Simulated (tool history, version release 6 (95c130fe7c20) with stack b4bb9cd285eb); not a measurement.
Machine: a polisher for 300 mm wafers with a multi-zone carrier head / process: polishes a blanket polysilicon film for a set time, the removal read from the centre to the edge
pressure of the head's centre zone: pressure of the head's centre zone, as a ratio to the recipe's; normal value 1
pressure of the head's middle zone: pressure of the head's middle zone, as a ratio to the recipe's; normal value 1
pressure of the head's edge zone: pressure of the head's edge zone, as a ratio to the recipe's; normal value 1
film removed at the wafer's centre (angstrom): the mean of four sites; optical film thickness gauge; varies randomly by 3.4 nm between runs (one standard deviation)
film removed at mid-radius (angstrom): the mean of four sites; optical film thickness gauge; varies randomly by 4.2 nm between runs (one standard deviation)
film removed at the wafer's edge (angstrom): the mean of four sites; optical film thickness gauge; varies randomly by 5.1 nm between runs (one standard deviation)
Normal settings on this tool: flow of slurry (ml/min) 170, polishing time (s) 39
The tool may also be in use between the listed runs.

run	hour	flow of slurry (ml/min)	pressure of the head's centre zone	pressure of the head's middle zone	pressure of the head's edge zone	polishing time (s)	incoming thickness of the incoming film, nm	film removed at the wafer's centre (angstrom)	film removed at mid-radius (angstrom)	film removed at the wafer's edge (angstrom)
1	0	170	1	1	1.05	39	1141.8	3858	4008	4023
2	57.6	170	1	1	1	39	1133.8	3703	3826	3851
# hour 78.2: worn pad replaced by a new one
3	87.8	170	1	1	1	39	1135.9	3565	3585	3841
# hour 90.4: slurry nozzle cleaned
4	139.8	170	1	1	1	39	1123.9	3992	4069	4150
5	174	170	1	0.91	1	39	1133	3952	3737	4096
6	215.6	170	1	0.91	1	39	1119.5	3883	3708	4046
# hour 227.9: worn pad replaced by a new one
# hour 251.2: carrier head's membrane replaced by a new one
7	251.7	170	1	0.91	1	39	1117.3	3814	3581	4022
8	308.1	145	1.12	1	1.08	48	1140.5	4727	4390	4808
# hour 314.1: slurry nozzle cleaned
9	355.5	195	1	1	1	46	1123.5	4892	5047	4918
# hour 382.2: edge zone pressure recalibrated
# hour 385.9: worn pad replaced by a new one, of another model than before
10	420.1	170	1	1	1	39	1135.4	3959	3994	4130
11	453.4	125	1	1	1	39	1138	3799	4014	3981
# hour 518.6: worn pad replaced by a new one
12	519.1	170	1	1	1	39	1136.7	3928	3975	4001
# hour 522.9: centre zone pressure recalibrated
# hour 535.2: slurry nozzle cleaned
13	587.3	170	1.08	0.93	0.95	39	1126.9	4353	3838	4034
# hour 644.9: worn pad replaced by a new one
14	645.4	170	1	1	1	39	1135.5	4012	4014	4151
15	692.7	170	0.93	1	1	26	1124.7	2409	2685	2708

The tool's hidden state at each run:
removal rate lost through wear of the pad, %: 0 at every run
deviation of the centre zone's pressure from its setpoint, %: 0 at every run
deviation of the edge zone's pressure from its setpoint, %: 0 at every run
H1: slurry flow missing at the pad, %
run	H1
1	16.9
2	29
3	36.9
4	5.53
5	8.22
6	13.4
7	19.5
8	32.1
9	2.35
10	7.98
11	12.8
12	26.2
13	6.1
14	11.7
15	19.2
